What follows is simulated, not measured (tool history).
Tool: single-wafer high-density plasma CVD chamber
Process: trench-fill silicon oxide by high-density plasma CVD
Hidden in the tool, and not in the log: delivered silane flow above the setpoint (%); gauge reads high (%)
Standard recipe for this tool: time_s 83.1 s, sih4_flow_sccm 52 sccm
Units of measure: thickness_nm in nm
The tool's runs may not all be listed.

run,day,time_s,sih4_flow_sccm,wafers since the last listed run,hours since the silane flow controller was replaced,hours since the gauge calibration,"read-back reference wafer on the same gauge, thickness_nm",thickness_nm
1,0.000,83.1,57,0,2090.5,798.8,436.066,395.236
2,1.542,83.1,57,702,2127.5,835.8,435.476,399.512
3,3.462,83.1,52,875,2173.6,881.9,436.436,367.808
4,5.767,83.1,52,1050,2228.9,937.2,435.422,367.087
# day 6.808: gauge calibrated
5,8.458,83.1,54,1226,2293.5,39.6,436.394,380.167
6,9.750,83.1,54,588,2324.5,70.6,435.994,379.284
7,12.600,83.1,54,1298,2392.9,139.0,436.294,379.368
8,13.779,83.1,52,537,2421.2,167.3,435.755,367.361
9,14.842,83.1,52,484,2446.7,192.8,435.944,367.952
10,16.908,83.1,52,941,2496.3,242.4,436.187,368.190
11,18.017,83.1,52,505,2522.9,269.0,436.217,367.755
12,20.512,83.1,52,1137,2582.8,328.9,436.068,366.294
13,22.162,83.1,52,751,2622.4,368.5,435.933,366.444
14,23.371,70.9,52,550,2651.4,397.5,435.738,313.954
15,24.417,83.1,52,476,2676.5,422.6,435.519,366.843
16,29.854,83.1,57,2477,2807.0,553.1,436.029,397.413
17,31.979,88.8,58,968,2858.0,604.1,435.949,430.739
18,33.529,83.1,60,706,2895.2,641.3,435.590,416.080
19,34.771,83.1,49,565,2925.0,671.1,436.244,349.145
20,36.508,83.1,42,791,2966.7,712.8,435.783,305.444
21,39.346,83.1,52,1293,3034.8,780.9,435.735,367.017
22,40.754,83.1,52,641,3068.6,814.7,435.911,367.454
23,43.654,83.1,56,1321,3138.2,884.3,435.747,392.147
# day 44.725: gauge calibrated
24,46.296,77.6,45,1203,3201.6,37.7,435.845,302.972
25,47.996,83.1,62,774,3242.4,78.5,436.000,427.449
# day 48.350: silane flow controller replaced
26,50.208,83.1,52,856,44.6,131.6,436.065,387.631
27,52.717,83.1,52,1143,104.8,191.8,436.056,386.538
28,55.250,98.3,52,1154,165.6,252.6,435.552,455.622
29,57.567,83.1,52,1055,221.2,308.2,435.849,384.650
30,60.396,94.0,52,1289,289.1,376.1,435.919,433.031
31,61.550,83.1,57,525,316.8,403.8,435.842,416.092

Each row is a separate what-if for the run after 31, all from the same tool condition, not one after another. Results?
A,61.567,83.1,52,7,317.2,404.2,?,?
B,61.567,72.5,52,7,317.2,404.2,?,?
C,61.567,75.1,52,7,317.2,404.2,?,?
D,61.567,83.1,59,7,317.2,404.2,?,?
E,61.567,76.9,56,7,317.2,404.2,?,?

run,"read-back reference wafer on the same gauge, thickness_nm",thickness_nm
A,436.274,383.442
B,436.274,334.531
C,436.274,346.528
D,436.274,428.112
E,436.274,378.455
Without the tool's hidden state the same runs would have given:
run,thickness_nm
A,388.896
B,339.289
C,351.457
D,434.202
E,383.838

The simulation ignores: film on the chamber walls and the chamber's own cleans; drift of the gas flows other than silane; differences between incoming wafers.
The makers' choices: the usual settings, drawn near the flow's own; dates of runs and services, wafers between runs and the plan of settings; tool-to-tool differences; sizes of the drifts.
